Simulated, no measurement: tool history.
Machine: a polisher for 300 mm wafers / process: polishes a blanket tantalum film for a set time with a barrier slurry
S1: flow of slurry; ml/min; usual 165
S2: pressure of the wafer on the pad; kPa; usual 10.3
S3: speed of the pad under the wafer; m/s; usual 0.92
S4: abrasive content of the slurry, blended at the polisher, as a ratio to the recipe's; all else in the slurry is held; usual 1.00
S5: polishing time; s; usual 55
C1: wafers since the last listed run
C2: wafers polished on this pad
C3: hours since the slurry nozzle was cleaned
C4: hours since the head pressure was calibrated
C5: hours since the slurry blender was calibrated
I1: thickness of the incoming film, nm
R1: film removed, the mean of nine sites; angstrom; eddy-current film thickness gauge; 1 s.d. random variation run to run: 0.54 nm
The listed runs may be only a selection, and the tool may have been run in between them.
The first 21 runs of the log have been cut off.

-- hour=1633.4 slurry blender recalibrated
run 22 hour=1706.0 | S1=165 S2=10.3 S3=0.92 S4=1.00 S5=55 | C1=1189 C2=2812 C3=311.1 C4=722.7 C5=72.6 | I1=334.0 | R1=641
run 23 hour=1834.9 | S1=165 S2=10.3 S3=0.92 S4=0.75 S5=55 | C1=1734 C2=4546 C3=440.0 C4=851.6 C5=201.5 | I1=341.9 | R1=589
run 24 hour=1914.0 | S1=165 S2=10.3 S3=0.66 S4=1.00 S5=41 | C1=1064 C2=5610 C3=519.1 C4=930.7 C5=280.6 | I1=338.9 | R1=354
run 25 hour=1996.3 | S1=165 S2=7.6 S3=0.74 S4=0.90 S5=38 | C1=1107 C2=6717 C3=601.4 C4=1013.0 C5=362.9 | I1=336.9 | R1=254
-- hour=2007.8 worn pad replaced by a new one
-- hour=2038.3 slurry nozzle cleaned
run 26 hour=2091.3 | S1=205 S2=10.3 S3=0.92 S4=1.00 S5=55 | C1=1210 C2=1110 C3=53.0 C4=1108.0 C5=457.9 | I1=339.8 | R1=671
run 27 hour=2139.2 | S1=165 S2=8.3 S3=1.02 S4=0.70 S5=55 | C1=644 C2=1754 C3=100.9 C4=1155.9 C5=505.8 | I1=337.0 | R1=507
run 28 hour=2216.8 | S1=165 S2=10.3 S3=0.92 S4=1.00 S5=70 | C1=1043 C2=2798 C3=178.5 C4=1233.5 C5=583.4 | I1=337.7 | R1=829
-- hour=2282.0 slurry blender recalibrated
run 29 hour=2282.5 | S1=165 S2=10.3 S3=0.92 S4=1.00 S5=55 | C1=856 C2=3655 C3=244.2 C4=1299.2 C5=0.5 | I1=344.5 | R1=659
run 30 hour=2331.0 | S1=190 S2=9.0 S3=0.92 S4=0.80 S5=65 | C1=652 C2=4308 C3=292.7 C4=1347.7 C5=49.0 | I1=343.3 | R1=630

Consider 4 possible next runs. They are alternatives, not a sequence: every one starts from the tool as it was left by run 30. What does each give?
run A hour=2331.4 | S1=165 S2=10.3 S3=0.92 S4=1.00 S5=55 | C1=5 C2=4313 C3=293.1 C4=1348.1 C5=49.4 | I1=338.8 | R1=?
run B hour=2331.4 | S1=200 S2=10.3 S3=0.92 S4=1.00 S5=55 | C1=5 C2=4313 C3=293.1 C4=1348.1 C5=49.4 | I1=338.8 | R1=?
run C hour=2331.4 | S1=145 S2=8.3 S3=1.00 S4=1.00 S5=71 | C1=5 C2=4313 C3=293.1 C4=1348.1 C5=49.4 | I1=338.8 | R1=?
run D hour=2331.4 | S1=165 S2=11.7 S3=0.84 S4=0.75 S5=63 | C1=5 C2=4313 C3=293.1 C4=1348.1 C5=49.4 | I1=338.8 | R1=?

run=A R1=661
run=B R1=675
run=C R1=732
run=D R1=708
Had the tool no hidden state, the same runs would have come out as:
run=A R1=661
run=B R1=675
run=C R1=732
run=D R1=708
